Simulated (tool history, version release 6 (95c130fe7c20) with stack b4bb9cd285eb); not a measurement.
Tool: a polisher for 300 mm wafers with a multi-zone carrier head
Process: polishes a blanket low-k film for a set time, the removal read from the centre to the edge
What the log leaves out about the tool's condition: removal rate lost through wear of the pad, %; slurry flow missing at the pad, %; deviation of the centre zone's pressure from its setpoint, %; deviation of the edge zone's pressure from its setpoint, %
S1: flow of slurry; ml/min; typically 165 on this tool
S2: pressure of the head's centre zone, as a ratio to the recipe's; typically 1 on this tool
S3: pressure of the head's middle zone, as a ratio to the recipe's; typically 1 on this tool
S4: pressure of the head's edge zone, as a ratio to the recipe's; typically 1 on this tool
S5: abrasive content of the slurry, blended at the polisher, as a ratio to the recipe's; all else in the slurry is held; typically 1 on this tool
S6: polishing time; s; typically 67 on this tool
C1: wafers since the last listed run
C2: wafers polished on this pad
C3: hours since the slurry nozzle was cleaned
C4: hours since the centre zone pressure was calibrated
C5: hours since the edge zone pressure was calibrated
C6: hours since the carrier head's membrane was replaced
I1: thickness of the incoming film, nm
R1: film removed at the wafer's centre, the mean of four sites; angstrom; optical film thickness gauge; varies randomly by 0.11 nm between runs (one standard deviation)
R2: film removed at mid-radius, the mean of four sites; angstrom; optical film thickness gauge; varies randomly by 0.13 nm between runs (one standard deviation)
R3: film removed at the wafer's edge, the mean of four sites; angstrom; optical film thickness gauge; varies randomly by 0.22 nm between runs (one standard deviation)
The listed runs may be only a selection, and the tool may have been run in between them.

Run 1, day 0: usual settings but S6 73 s; C1 0; C2 125; C3 364; C4 662.4; C5 1219.7; C6 1174; I1 620.6. Result: R1 194 angstrom, R2 189 angstrom, R3 190 angstrom.
Run 2, day 0.729: usual settings but S3 1.06, S6 61 s; C1 114; C2 240; C3 381.5; C4 679.9; C5 1237.2; C6 1191.5; I1 623.6. Result: R1 160 angstrom, R2 163 angstrom, R3 157 angstrom.
Run 3, day 1.246: usual settings but S6 51 s; C1 81; C2 322; C3 393.9; C4 692.3; C5 1249.6; C6 1203.9; I1 624.3. Result: R1 136 angstrom, R2 130 angstrom, R3 133 angstrom.
Run 4, day 1.758: usual settings but S6 51 s; C1 80; C2 402; C3 406.2; C4 704.6; C5 1261.9; C6 1216.2; I1 615.3. Result: R1 135 angstrom, R2 132 angstrom, R3 135 angstrom.
Run 5, day 2.388: usual settings but S6 51 s; C1 99; C2 502; C3 421.3; C4 719.7; C5 1277; C6 1231.3; I1 626. Result: R1 133 angstrom, R2 131 angstrom, R3 136 angstrom.
At day 3.588: edge zone pressure recalibrated.
At day 3.658: centre zone pressure recalibrated.
Run 6, day 4.012: usual settings; C1 231; C2 733; C3 460.3; C4 8.5; C5 10.2; C6 1270.3; I1 634.4. Result: R1 175 angstrom, R2 170 angstrom, R3 181 angstrom.
At day 4.571: slurry nozzle cleaned.
At day 4.7: carrier head's membrane replaced by a new one.
Run 7, day 4.721: usual settings; C1 85; C2 818; C3 3.6; C4 25.5; C5 27.2; C6 0.5; I1 623.6. Result: R1 175 angstrom, R2 173 angstrom, R3 176 angstrom.
Run 8, day 4.85: usual settings; C1 20; C2 839; C3 6.7; C4 28.6; C5 30.3; C6 3.6; I1 629.7. Result: R1 173 angstrom, R2 172 angstrom, R3 176 angstrom.
Run 9, day 5.208: usual settings but S3 1.06, S6 85 s; C1 56; C2 895; C3 15.3; C4 37.2; C5 38.9; C6 12.2; I1 622.1. Result: R1 224 angstrom, R2 227 angstrom, R3 222 angstrom.
Run 10, day 5.812: usual settings; C1 95; C2 990; C3 29.8; C4 51.7; C5 53.4; C6 26.7; I1 628.2. Result: R1 176 angstrom, R2 171 angstrom, R3 171 angstrom.
Run 11, day 6.562: usual settings; C1 118; C2 1109; C3 47.8; C4 69.7; C5 71.4; C6 44.7; I1 614.1. Result: R1 172 angstrom, R2 170 angstrom, R3 174 angstrom.
Run 12, day 7.042: usual settings; C1 75; C2 1184; C3 59.3; C4 81.2; C5 82.9; C6 56.2; I1 619.2. Result: R1 171 angstrom, R2 168 angstrom, R3 177 angstrom.
Run 13, day 7.404: usual settings but S3 1.06, S5 1.15; C1 57; C2 1241; C3 68; C4 89.9; C5 91.6; C6 64.9; I1 625.1. Result: R1 187 angstrom, R2 191 angstrom, R3 184 angstrom.
Run 14, day 7.938: usual settings; C1 84; C2 1325; C3 80.8; C4 102.7; C5 104.4; C6 77.7; I1 612.1. Result: R1 172 angstrom, R2 167 angstrom, R3 171 angstrom.
Run 15, day 8.35: usual settings; C1 65; C2 1390; C3 90.7; C4 112.6; C5 114.3; C6 87.6; I1 623.4. Result: R1 171 angstrom, R2 167 angstrom, R3 168 angstrom.
At day 8.729: worn pad replaced by a new one.
Run 16, day 8.75: usual settings but S3 1.11, S5 1.25; C1 36; C2 3; C3 100.3; C4 122.2; C5 123.9; C6 97.2; I1 613.5. Result: R1 203 angstrom, R2 215 angstrom, R3 200 angstrom.
Run 17, day 9.096: usual settings but S2 1.08, S3 1.06, S4 1.05, S5 0.75; C1 54; C2 57; C3 108.6; C4 130.5; C5 132.2; C6 105.5; I1 616.9. Result: R1 151 angstrom, R2 141 angstrom, R3 143 angstrom.
Run 18, day 9.388: usual settings but S5 1.1; C1 45; C2 103; C3 115.6; C4 137.5; C5 139.2; C6 112.5; I1 606.8. Result: R1 191 angstrom, R2 183 angstrom, R3 187 angstrom.
Run 19, day 9.833: usual settings but S3 0.96, S5 1.1; C1 70; C2 174; C3 126.3; C4 148.2; C5 149.9; C6 123.2; I1 615.7. Result: R1 188 angstrom, R2 180 angstrom, R3 187 angstrom.
Run 20, day 10.562: usual settings but S1 195 ml/min; C1 114; C2 288; C3 143.8; C4 165.7; C5 167.4; C6 140.7; I1 619.8. Result: R1 181 angstrom, R2 177 angstrom, R3 182 angstrom.
Run 21, day 10.879: usual settings but S1 135 ml/min, S3 0.92, S6 88 s; C1 49; C2 338; C3 151.4; C4 173.3; C5 175; C6 148.3; I1 629.6. Result: R1 226 angstrom, R2 209 angstrom, R3 235 angstrom.
Run 22, day 11.467: usual settings but S3 0.96, S6 55 s; C1 92; C2 431; C3 165.5; C4 187.4; C5 189.1; C6 162.4; I1 629.2. Result: R1 147 angstrom, R2 139 angstrom, R3 146 angstrom.
Run 23, day 12.067: usual settings but S2 0.95; C1 94; C2 526; C3 179.9; C4 201.8; C5 203.5; C6 176.8; I1 627.1. Result: R1 167 angstrom, R2 173 angstrom, R3 179 angstrom.

Across each entry between runs, compare the hidden state at the last listed run before it with the hidden state at the first listed run after it:
From run 5 to run 6: edge zone pressure recalibrated (day 3.588); centre zone pressure recalibrated (day 3.658)
  removal rate lost through wear of the pad, %: 0.543 -> 1.05
  measured minus no-state result, R1: +0 -> -2 angstrom; R2: -1 -> -1 angstrom; R3: +0 -> -2 angstrom
From run 6 to run 7: slurry nozzle cleaned (day 4.571); carrier head's membrane replaced by a new one (day 4.7)
  removal rate lost through wear of the pad, %: 1.05 -> 1.34
  measured minus no-state result, R1: -2 -> -3 angstrom; R2: -1 -> -2 angstrom; R3: -2 -> -2 angstrom
From run 15 to run 16: worn pad replaced by a new one (day 8.729)
  removal rate lost through wear of the pad, %: 3.42 -> 0.0703
  measured minus no-state result, R1: -6 -> +0 angstrom; R2: -6 -> +0 angstrom; R3: -6 -> +0 angstrom
